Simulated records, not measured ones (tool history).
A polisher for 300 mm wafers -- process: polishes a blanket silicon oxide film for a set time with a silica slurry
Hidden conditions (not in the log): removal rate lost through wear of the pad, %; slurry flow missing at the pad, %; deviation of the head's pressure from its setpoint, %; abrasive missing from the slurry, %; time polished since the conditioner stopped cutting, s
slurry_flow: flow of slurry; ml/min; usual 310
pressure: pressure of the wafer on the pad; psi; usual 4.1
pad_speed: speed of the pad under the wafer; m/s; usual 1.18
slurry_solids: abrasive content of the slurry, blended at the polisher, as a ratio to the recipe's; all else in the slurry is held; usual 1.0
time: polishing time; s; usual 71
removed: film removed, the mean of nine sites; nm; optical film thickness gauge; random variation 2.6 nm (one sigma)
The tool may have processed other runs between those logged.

run    hour  slurry_flow  pressure  pad_speed  slurry_solids  time  wafers since the last listed run  wafers polished on this pad  hours since the slurry nozzle was cleaned  hours since the head pressure was calibrated  hours since the slurry blender was calibrated  hours since the conditioning disc was replaced  incoming thickness of the incoming film, nm  removed
  1     0.0          310       4.1       0.96            1.0    71                                 0                         1705                                      781.7                                         335.2                                          466.3                                           382.9                                       1497.0    193.8
        7.4  -- slurry blender recalibrated
       64.2  -- conditioning disc replaced and pad reconditioned
       66.5  -- head pressure recalibrated
      105.1  -- worn pad replaced by a new one
  2   106.5          310       4.1       1.18            1.0    71                               520                            7                                      888.2                                          40.0                                           99.1                                            42.3                                       1513.9    222.1
      125.1  -- slurry nozzle cleaned
  3   169.9          310       4.1       1.18            1.0    71                               336                          343                                       44.8                                         103.4                                          162.5                                           105.7                                       1522.6    221.0
  4   210.7          310       4.1       1.18            1.0    71                               219                          563                                       85.6                                         144.2                                          203.3                                           146.5                                       1502.2    225.3
  5   302.7          310       4.1       1.18            1.0    71                               495                         1059                                      177.6                                         236.2                                          295.3                                           238.5                                       1487.1    225.9
  6   369.3          310       4.1       1.18            1.0    71                               359                         1418                                      244.2                                         302.8                                          361.9                                           305.1                                       1518.8    227.4
  7   418.8          310       4.1       1.18            1.0    71                               266                         1685                                      293.7                                         352.3                                          411.4                                           354.6                                       1530.7    224.3
      429.3  -- head pressure recalibrated
  8   472.4          310       4.1       1.18            1.0    71                               278                         1963                                      347.3                                          43.1                                          465.0                                           408.2                                       1511.2    219.3
      475.3  -- slurry blender recalibrated
      485.8  -- conditioning disc replaced and pad reconditioned
      536.5  -- worn pad replaced by a new one
  9   556.1          310       4.1       1.18            1.0    71                               408                          105                                      431.0                                         126.8                                           80.8                                            70.3                                       1518.5    221.3
 10   636.8          310       3.4       1.18            1.0    71                               435                          540                                      511.7                                         207.5                                          161.5                                           151.0                                       1514.9    186.7
 11   680.1          310       3.4       1.18            1.0    71                               233                          774                                      555.0                                         250.8                                          204.8                                           194.3                                       1492.5    188.2
 12   784.4          310       4.1       1.18            1.0    71                               562                         1336                                      659.3                                         355.1                                          309.1                                           298.6                                       1488.4    226.8
      823.0  -- head pressure recalibrated
      884.8  -- conditioning disc replaced and pad reconditioned
 13   885.3          405       4.1       1.18            1.0    71                               522                         1858                                      760.2                                          62.3                                          410.0                                             0.5                                       1533.6    229.1
      953.7  -- slurry nozzle cleaned
      956.7  -- slurry blender recalibrated
 14   982.6          310       4.1       0.84            1.0    94                               508                         2367                                       28.9                                         159.6                                           25.9                                            97.8                                       1508.1    225.1
     1017.2  -- worn pad replaced by a new one
 15  1026.5          200       4.1       1.34            1.0    71                               215                           49                                       72.8                                         203.5                                           69.8                                           141.7                                       1494.1    236.1
 16  1152.1          310       4.1       1.18            1.0    71                               677                          727                                      198.4                                         329.1                                          195.4                                           267.3                                       1529.9    223.5
 17  1216.2          310       4.1       1.18            1.2    60                               345                         1072                                      262.5                                         393.2                                          259.5                                           331.4                                       1499.9    218.2
     1240.5  -- head pressure recalibrated
     1243.0  -- conditioning disc replaced and pad reconditioned
 18  1307.1          310       4.1       1.18            1.0    71                               468                         1541                                      353.4                                          66.6                                          350.4                                            64.1                                       1527.5    218.8
     1375.6  -- worn pad replaced by a new one
     1435.9  -- slurry blender recalibrated
 19  1531.6          310       4.1       1.58            1.0    71                              1177                          830                                      577.9                                         291.1                                           95.7                                           288.6                                       1484.2    285.4
 20  1598.2          345       5.1       1.18            0.9    57                               359                         1189                                      644.5                                         357.7                                          162.3                                           355.2                                       1532.2    204.3

What will run 21 give?
     1644.1  -- head pressure recalibrated
 21  1666.9          220       2.9       1.36            1.0    71                               359                         1548                                      713.2                                          22.8                                          231.0                                           423.9                                       1535.3        ?

{"run 21": {"removed": 162.5}}
Were there no unlogged condition in the tool, this run, its random variation unchanged, would have produced removed 160.7 nm.
